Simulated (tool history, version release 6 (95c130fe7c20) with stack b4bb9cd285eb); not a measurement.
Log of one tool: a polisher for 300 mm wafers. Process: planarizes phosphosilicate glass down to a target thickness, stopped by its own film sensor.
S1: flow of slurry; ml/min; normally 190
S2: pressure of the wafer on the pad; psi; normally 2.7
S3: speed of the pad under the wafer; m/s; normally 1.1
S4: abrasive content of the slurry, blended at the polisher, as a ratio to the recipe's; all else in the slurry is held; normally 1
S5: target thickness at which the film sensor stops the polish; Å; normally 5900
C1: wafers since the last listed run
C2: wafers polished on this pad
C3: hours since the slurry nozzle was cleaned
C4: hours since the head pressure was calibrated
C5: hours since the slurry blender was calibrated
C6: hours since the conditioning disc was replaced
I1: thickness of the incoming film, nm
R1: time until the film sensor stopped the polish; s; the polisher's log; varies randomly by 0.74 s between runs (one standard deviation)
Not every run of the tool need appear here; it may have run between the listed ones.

run,hour,S1,S2,S3,S4,S5,C1,C2,C3,C4,C5,C6,I1,R1
1,0,190,2.7,1.1,1,5900,0,649,100.5,226.2,103.7,112.5,992.6,41.1
2,63.1,190,2.7,1.1,1,5900,653,1302,163.6,289.3,166.8,175.6,994.2,41.2
# hour 98.8: worn pad replaced by a new one
3,105.8,190,2.7,1.1,1,5900,400,72,206.3,332,209.5,218.3,1008.8,43.3
# hour 132.4: head pressure recalibrated
4,177.8,190,2.7,0.88,1,5900,724,796,278.3,45.4,281.5,290.3,990.4,51.1
5,231.3,190,2.7,0.88,1,5900,553,1350,331.8,98.9,335,343.8,1008.3,53.7
# hour 248.7: slurry blender recalibrated
# hour 260: worn pad replaced by a new one
6,291,190,2.7,0.88,1,5900,555,321,391.5,158.6,42.3,403.5,991.3,52.5
7,338.1,190,2,1.1,1,5900,487,808,438.6,205.7,89.4,450.6,1003.8,60.7
8,382.2,190,1.8,1.1,1,5900,456,1265,482.7,249.8,133.5,494.7,989.4,62.7
# hour 392.3: worn pad replaced by a new one
# hour 461.1: conditioning disc replaced and pad reconditioned
# hour 512.3: head pressure recalibrated
9,515,190,2.7,1.1,1,5900,1291,1228,615.5,2.7,266.3,53.9,991.6,43
# hour 521.2: worn pad replaced by a new one
10,545.3,190,2.7,1.1,1,4880,272,249,645.8,33,296.6,84.2,980.6,52.3
# hour 568.1: slurry nozzle cleaned
# hour 584.7: slurry blender recalibrated
11,591.6,190,2.7,1.1,1,5900,448,697,23.5,79.3,6.9,130.5,982.4,42.9
12,620.6,190,2.7,0.74,0.85,5900,300,997,52.5,108.3,35.9,159.5,1003.5,66.7
# hour 687.5: worn pad replaced by a new one
13,692.4,190,2.7,1.1,1,5510,701,51,124.3,180.1,107.7,231.3,1007.3,48.9
14,728.4,245,2.2,1.1,1,5900,372,423,160.3,216.1,143.7,267.3,999.9,52.1

Give the tool's hidden conditions for every run:
removal rate lost through wear of the pad, %: 0, the same for each run
slurry flow missing at the pad, %: 0, the same for each run
abrasive missing from the slurry, %: 0, the same for each run
H1: deviation of the head's pressure from its setpoint, %
H2: time polished since the conditioner stopped cutting, s
run,H1,H2
1,6.24,11.7
2,8.08,21
3,9.32,29.5
4,1.82,48.1
5,3.38,65.2
6,5.11,87.9
7,6.48,108
8,7.76,129
9,-0.465,2.53
10,0.414,4.65
11,1.76,9.69
12,2.6,14
13,4.68,28.2
14,5.73,37.3

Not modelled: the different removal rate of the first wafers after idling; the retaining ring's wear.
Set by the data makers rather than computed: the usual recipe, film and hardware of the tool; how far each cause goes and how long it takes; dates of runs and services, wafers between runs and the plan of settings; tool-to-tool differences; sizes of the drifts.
